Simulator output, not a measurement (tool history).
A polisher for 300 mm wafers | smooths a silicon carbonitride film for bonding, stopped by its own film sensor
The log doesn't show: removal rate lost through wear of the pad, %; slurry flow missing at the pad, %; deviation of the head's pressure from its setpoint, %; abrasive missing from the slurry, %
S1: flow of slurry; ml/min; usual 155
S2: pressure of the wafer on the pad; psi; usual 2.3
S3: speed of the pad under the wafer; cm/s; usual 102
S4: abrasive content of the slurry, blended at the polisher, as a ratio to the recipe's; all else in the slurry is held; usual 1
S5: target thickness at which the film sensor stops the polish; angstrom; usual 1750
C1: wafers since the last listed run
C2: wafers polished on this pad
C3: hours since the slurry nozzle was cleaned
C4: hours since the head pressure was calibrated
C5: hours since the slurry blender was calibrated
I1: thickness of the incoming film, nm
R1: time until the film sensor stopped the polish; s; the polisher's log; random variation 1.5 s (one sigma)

run   hour   S1   S2   S3    S4    S5   C1    C2     C3     C4     C5     I1     R1
  1      0  155  2.3  102     1  1750    0  1065  320.6  647.3   56.3  202.5   94.9
      19.7  -- worn pad replaced by a new one
  2   22.2  195  2.3  102     1  1750  200    27  342.8  669.5   78.5  201.3   87.8
  3   48.2  195  2.3  102     1  1750  286   313  368.8  695.5  104.5  197.2   73.3
  4   70.9  195  2.3  102     1  1750  249   563  391.5  718.2  127.2  197.6   71.3
  5   87.6  155  2.3  102     1  1750  183   747  408.2  734.9  143.9  201.4   90.5
  6  104.6  155  2.3  102     1  1750  187   934  425.2  751.9  160.9  197.9   76.9
     130.6  -- worn pad replaced by a new one
  7  136.2  155  2.3  102     1  1750  303    61  456.8  783.5  192.5    201   88.3
  8  168.9  155  1.8  102     1  1750  360   421  489.5  816.2  225.2  200.4  105.1
     222.2  -- slurry nozzle cleaned
     224.5  -- worn pad replaced by a new one
     240.6  -- head pressure recalibrated
  9  243.2  195  2.3  102     1  1750  759   183     21    2.6  299.5  198.4   75.2
 10  265.5  155  2.3  102     1  1750  245   429   43.3   24.9  321.8  198.5   80.4
     268.9  -- slurry blender recalibrated
 11  291.6  155  2.3  102     1  1750  265   694   69.4     51   22.7  200.3     90
     314.8  -- worn pad replaced by a new one
 12  316.6  200  1.9  102     1  1750  231    20   94.4     76   47.7  200.7   95.3
 13  350.6  155  2.3  102  0.75  1750  374   394  128.4    110   81.7    199   92.1
 14  363.3  155  2.3   88     1  1710  139   534  141.1  122.7   94.4  199.1  105.1

Forecast each of these 5 alternatives for the next run:
  A  363.8  155  2.3  102  1.25  1750   5  540  141.6  123.2  94.9  198.1   ?
  B  363.8  175  2.6  102   0.9  1670   5  540  141.6  123.2  94.9  198.1   ?
  C  363.8  155  2.9  134     1  1690   5  540  141.6  123.2  94.9  198.1   ?
  D  363.8  155  2.3  124  0.85  1700   5  540  141.6  123.2  94.9  198.1   ?
  E  363.8  155  2.3  102     1  1790   5  540  141.6  123.2  94.9  198.1   ?

run    R1
  A  72.8
  B  99.2
  C  69.4
  D  89.6
  E  65.4
Without the tool's hidden state the same runs would have given:
run    R1
  A  72.8
  B  99.2
  C  69.4
  D  89.6
  E  65.4

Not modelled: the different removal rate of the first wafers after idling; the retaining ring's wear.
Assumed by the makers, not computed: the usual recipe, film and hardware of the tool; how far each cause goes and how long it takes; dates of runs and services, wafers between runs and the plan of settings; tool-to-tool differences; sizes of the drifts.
